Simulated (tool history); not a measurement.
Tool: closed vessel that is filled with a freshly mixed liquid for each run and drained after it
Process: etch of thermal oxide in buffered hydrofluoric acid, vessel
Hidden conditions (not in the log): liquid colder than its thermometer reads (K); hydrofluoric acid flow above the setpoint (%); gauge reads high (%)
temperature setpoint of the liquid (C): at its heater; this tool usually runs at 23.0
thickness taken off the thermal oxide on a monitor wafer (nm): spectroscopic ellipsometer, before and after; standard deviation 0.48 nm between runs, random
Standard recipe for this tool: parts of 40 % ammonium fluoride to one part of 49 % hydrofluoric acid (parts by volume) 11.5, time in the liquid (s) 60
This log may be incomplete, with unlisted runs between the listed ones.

run	day	temperature setpoint of the liquid (C)	parts of 40 % ammonium fluoride to one part of 49 % hydrofluoric acid (parts by volume)	time in the liquid (s)	wafers since the last listed run	hours since the thermometer was replaced	hours since the hydrofluoric acid flow meter was replaced	hours since the gauge calibration	read-back film thickness of the thermal oxide reference wafer, read on the same gauge (nm)	thickness taken off the thermal oxide on a monitor wafer (nm)
1	0.000	23.0	11.5	60	0	1250.0	1814.5	457.0	80.02	63.24
2	2.821	23.0	11.5	60	4520	1317.7	1882.2	524.7	80.00	62.07
3	4.983	23.0	11.5	60	3465	1369.6	1934.1	576.6	79.96	63.13
4	6.300	23.0	11.5	60	2110	1401.2	1965.7	608.2	79.98	63.17
5	8.433	23.0	11.5	60	3419	1452.4	2016.9	659.4	79.95	63.03
6	10.042	23.0	11.5	60	2577	1491.0	2055.5	698.0	80.02	62.40
7	12.650	23.0	11.5	45	4180	1553.6	2118.1	760.6	80.01	47.10
# day 13.838: hydrofluoric acid flow meter replaced
# day 15.283: thermometer replaced
8	15.396	23.0	11.5	45	4267	2.7	37.4	826.5	79.99	46.94
# day 16.421: gauge calibrated
9	17.067	23.0	11.5	45	2677	42.8	77.5	15.5	80.05	47.87
10	18.596	23.0	11.5	45	2450	79.5	114.2	52.2	79.97	47.51
11	23.096	20.5	15.0	60	7212	187.5	222.2	160.2	80.02	41.81
12	25.129	26.5	7.0	95	3258	236.3	271.0	209.0	80.01	192.09
13	26.754	23.0	11.5	50	2604	275.3	310.0	248.0	79.96	51.91
14	29.479	21.0	7.0	60	4367	340.7	375.4	313.4	79.97	91.11
15	31.750	25.0	7.0	60	3639	395.2	429.9	367.9	80.00	113.38
16	33.038	23.0	8.5	90	2063	426.1	460.8	398.8	79.97	122.04
17	34.625	23.0	11.5	60	2544	464.2	498.9	436.9	80.01	63.60
18	35.950	25.5	11.5	60	2123	496.0	530.7	468.7	79.98	72.59

How the hidden state differs across the entries between the runs, from the last listed run before each to the first after it:
Logged between run 7 and run 8: hydrofluoric acid flow meter replaced (day 13.838); thermometer replaced (day 15.283)
  both runs share identical hidden conditions
Logged between run 8 and run 9: gauge calibrated (day 16.421)
  both runs share identical hidden conditions
